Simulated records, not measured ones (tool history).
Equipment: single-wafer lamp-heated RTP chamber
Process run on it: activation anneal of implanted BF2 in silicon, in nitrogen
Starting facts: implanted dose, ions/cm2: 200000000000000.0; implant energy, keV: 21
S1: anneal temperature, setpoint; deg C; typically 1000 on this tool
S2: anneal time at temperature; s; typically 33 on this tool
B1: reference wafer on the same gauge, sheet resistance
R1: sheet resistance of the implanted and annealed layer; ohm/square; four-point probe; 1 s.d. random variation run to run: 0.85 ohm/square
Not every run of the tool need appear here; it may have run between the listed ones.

Run 1, hour 0: usual settings but S2 27 s; B1 639.01. Result: R1 567.97 ohm/square.
Run 2, hour 53.6: usual settings but S2 27 s; B1 639.07. Result: R1 565.19 ohm/square.
Run 3, hour 123.2: usual settings; B1 638.96. Result: R1 564.51 ohm/square.
Run 4, hour 179.1: usual settings but S2 47 s; B1 639.01. Result: R1 560.43 ohm/square.
Run 5, hour 215.2: usual settings; B1 639.14. Result: R1 565.27 ohm/square.
At hour 243.3: pyrometer window cleaned and pyrometer calibrated.
Run 6, hour 254.8: usual settings; B1 639.05. Result: R1 563.83 ohm/square.
Run 7, hour 284.2: usual settings; B1 639.1. Result: R1 566.04 ohm/square.
Run 8, hour 497.4: usual settings; B1 639.05. Result: R1 564.83 ohm/square.
Run 9, hour 563.7: usual settings; B1 638.96. Result: R1 565.26 ohm/square.
Run 10, hour 603.1: usual settings; B1 638.98. Result: R1 565.79 ohm/square.
At hour 626.9: pyrometer window cleaned and pyrometer calibrated.
Run 11, hour 636.7: usual settings but S1 980 deg C, S2 28 s; B1 639.05. Result: R1 570.03 ohm/square.
Run 12, hour 697.4: usual settings but S1 980 deg C, S2 28 s; B1 638.9. Result: R1 570.48 ohm/square.
Run 13, hour 735: usual settings but S1 980 deg C, S2 28 s; B1 638.8. Result: R1 570.05 ohm/square.
Run 14, hour 764.7: usual settings but S1 989 deg C, S2 23 s; B1 638.86. Result: R1 569.55 ohm/square.
Run 15, hour 803.8: usual settings but S1 1028 deg C, S2 44 s; B1 639.25. Result: R1 555.96 ohm/square.
Run 16, hour 839.4: usual settings but S1 1028 deg C, S2 20 s; B1 638.96. Result: R1 566.68 ohm/square.
Run 17, hour 892.1: usual settings but S1 989 deg C; B1 638.87. Result: R1 566.34 ohm/square.
At hour 931.7: gauge calibrated.
Run 18, hour 962.8: usual settings but S1 978 deg C; B1 638.95. Result: R1 571.92 ohm/square.
At hour 1003.1: pyrometer window cleaned and pyrometer calibrated.
Run 19, hour 1004.5: usual settings; B1 639.01. Result: R1 566.03 ohm/square.
At hour 1016.5: reflector plate cleaned.
Run 20, hour 1052.3: usual settings; B1 639.01. Result: R1 565.24 ohm/square.
Run 21, hour 1123.4: usual settings but S2 14 s; B1 638.9. Result: R1 569.53 ohm/square.
Run 22, hour 1174.1: usual settings but S1 976 deg C, S2 22 s; B1 639.05. Result: R1 574.44 ohm/square.
Run 23, hour 1241.3: usual settings but S1 1021 deg C, S2 20 s; B1 639.01. Result: R1 567.24 ohm/square.
Run 24, hour 1273.7: usual settings but S1 971 deg C, S2 41 s; B1 639.03. Result: R1 573.45 ohm/square.
Run 25, hour 1308.8: usual settings but S1 1013 deg C, S2 38 s; B1 638.88. Result: R1 561.27 ohm/square.
Run 26, hour 1379.5: usual settings but S1 979 deg C, S2 51 s; B1 639.04. Result: R1 566.5 ohm/square.

Forecast each of these 4 alternatives for the next run:
Run A, hour 1379.9: usual settings but S1 1012 deg C; B1 ?. Result: R1 ?.
Run B, hour 1379.9: usual settings but S2 43 s; B1 ?. Result: R1 ?.
Run C, hour 1379.9: usual settings but S1 1008 deg C, S2 39 s; B1 ?. Result: R1 ?.
Run D, hour 1379.9: usual settings but S2 22 s; B1 ?. Result: R1 ?.

run      B1      R1
  A  638.92  563.28
  B  638.92  562.35
  C  638.92  562.12
  D  638.92  567.66
The same runs, with their run-to-run variation unchanged, on a tool lacking any hidden condition would have given:
run      R1
  A  563.28
  B  562.35
  C  562.12
  D  567.66
